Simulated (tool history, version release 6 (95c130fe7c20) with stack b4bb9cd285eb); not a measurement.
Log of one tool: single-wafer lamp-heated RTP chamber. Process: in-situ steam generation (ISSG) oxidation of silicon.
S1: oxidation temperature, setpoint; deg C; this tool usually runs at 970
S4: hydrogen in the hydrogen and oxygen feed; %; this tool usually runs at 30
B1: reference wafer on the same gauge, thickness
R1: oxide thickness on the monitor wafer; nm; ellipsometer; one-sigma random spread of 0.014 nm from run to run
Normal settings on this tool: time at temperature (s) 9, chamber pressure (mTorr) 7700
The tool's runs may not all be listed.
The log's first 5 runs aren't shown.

{"run": 6, "hour": 316.2, "S1": 970, "time at temperature (s)": 9, "chamber pressure (mTorr)": 7700, "S4": 30, "B1": 3.349, "R1": 3.751}
{"run": 7, "hour": 375.0, "S1": 970, "time at temperature (s)": 9, "chamber pressure (mTorr)": 7700, "S4": 30, "B1": 3.343, "R1": 3.758}
{"run": 8, "hour": 477.3, "S1": 970, "time at temperature (s)": 9, "chamber pressure (mTorr)": 7700, "S4": 30, "B1": 3.34, "R1": 3.749}
{"run": 9, "hour": 523.8, "S1": 970, "time at temperature (s)": 9, "chamber pressure (mTorr)": 8600, "S4": 30, "B1": 3.347, "R1": 3.713}
{"hour": 603.6, "done": "gauge calibrated"}
{"hour": 655.2, "done": "pyrometer window cleaned and pyrometer calibrated"}
{"run": 10, "hour": 688.0, "S1": 970, "time at temperature (s)": 9, "chamber pressure (mTorr)": 7700, "S4": 30, "B1": 3.401, "R1": 3.804}
{"run": 11, "hour": 766.1, "S1": 970, "time at temperature (s)": 9, "chamber pressure (mTorr)": 7700, "S4": 30, "B1": 3.396, "R1": 3.819}
{"run": 12, "hour": 854.6, "S1": 970, "time at temperature (s)": 9, "chamber pressure (mTorr)": 7700, "S4": 30, "B1": 3.391, "R1": 3.799}
{"run": 13, "hour": 948.2, "S1": 970, "time at temperature (s)": 9, "chamber pressure (mTorr)": 7700, "S4": 30, "B1": 3.392, "R1": 3.775}
{"hour": 1036.5, "done": "pressure gauge zeroed"}
{"run": 14, "hour": 1037.0, "S1": 986, "time at temperature (s)": 6, "chamber pressure (mTorr)": 7100, "S4": 22, "B1": 3.385, "R1": 3.066}
{"run": 15, "hour": 1082.4, "S1": 970, "time at temperature (s)": 9, "chamber pressure (mTorr)": 7700, "S4": 30, "B1": 3.388, "R1": 3.778}
{"run": 16, "hour": 1181.0, "S1": 970, "time at temperature (s)": 9, "chamber pressure (mTorr)": 9100, "S4": 21, "B1": 3.382, "R1": 3.369}
{"hour": 1202.6, "done": "hydrogen flow controller replaced"}
{"run": 17, "hour": 1249.7, "S1": 960, "time at temperature (s)": 9, "chamber pressure (mTorr)": 7700, "S4": 30, "B1": 3.375, "R1": 3.716}
{"run": 18, "hour": 1345.5, "S1": 970, "time at temperature (s)": 9, "chamber pressure (mTorr)": 7700, "S4": 30, "B1": 3.38, "R1": 3.788}
{"run": 19, "hour": 1432.9, "S1": 987, "time at temperature (s)": 9, "chamber pressure (mTorr)": 9100, "S4": 27, "B1": 3.374, "R1": 3.771}
{"hour": 1457.6, "done": "pyrometer window cleaned and pyrometer calibrated"}
{"run": 20, "hour": 1478.7, "S1": 959, "time at temperature (s)": 9, "chamber pressure (mTorr)": 6900, "S4": 32, "B1": 3.367, "R1": 3.764}
{"run": 21, "hour": 1522.9, "S1": 970, "time at temperature (s)": 7, "chamber pressure (mTorr)": 7700, "S4": 30, "B1": 3.361, "R1": 3.412}
{"run": 22, "hour": 1560.3, "S1": 970, "time at temperature (s)": 9, "chamber pressure (mTorr)": 7700, "S4": 30, "B1": 3.365, "R1": 3.752}
{"run": 23, "hour": 1666.9, "S1": 976, "time at temperature (s)": 9, "chamber pressure (mTorr)": 6900, "S4": 30, "B1": 3.363, "R1": 3.833}
{"run": 24, "hour": 1774.8, "S1": 984, "time at temperature (s)": 11, "chamber pressure (mTorr)": 6900, "S4": 30, "B1": 3.36, "R1": 4.22}
{"run": 25, "hour": 1872.6, "S1": 970, "time at temperature (s)": 9, "chamber pressure (mTorr)": 7700, "S4": 30, "B1": 3.362, "R1": 3.76}
{"run": 26, "hour": 1971.1, "S1": 970, "time at temperature (s)": 9, "chamber pressure (mTorr)": 7700, "S4": 30, "B1": 3.356, "R1": 3.746}
{"run": 27, "hour": 2024.7, "S1": 970, "time at temperature (s)": 8, "chamber pressure (mTorr)": 7700, "S4": 30, "B1": 3.358, "R1": 3.603}
{"run": 28, "hour": 2092.6, "S1": 970, "time at temperature (s)": 9, "chamber pressure (mTorr)": 7700, "S4": 30, "B1": 3.359, "R1": 3.761}
{"hour": 2202.5, "done": "pyrometer window cleaned and pyrometer calibrated"}
{"run": 29, "hour": 2203.0, "S1": 970, "time at temperature (s)": 9, "chamber pressure (mTorr)": 7700, "S4": 30, "B1": 3.351, "R1": 3.755}

What will run 30 give?
{"run": 30, "hour": 2259.3, "S1": 959, "time at temperature (s)": 7, "chamber pressure (mTorr)": 7700, "S4": 21, "B1": "?", "R1": "?"}

{"run 30": {"B1": 3.358, "R1": 3.02}}
With no hidden state in the tool, this same run would have given R1 3.067 nm.
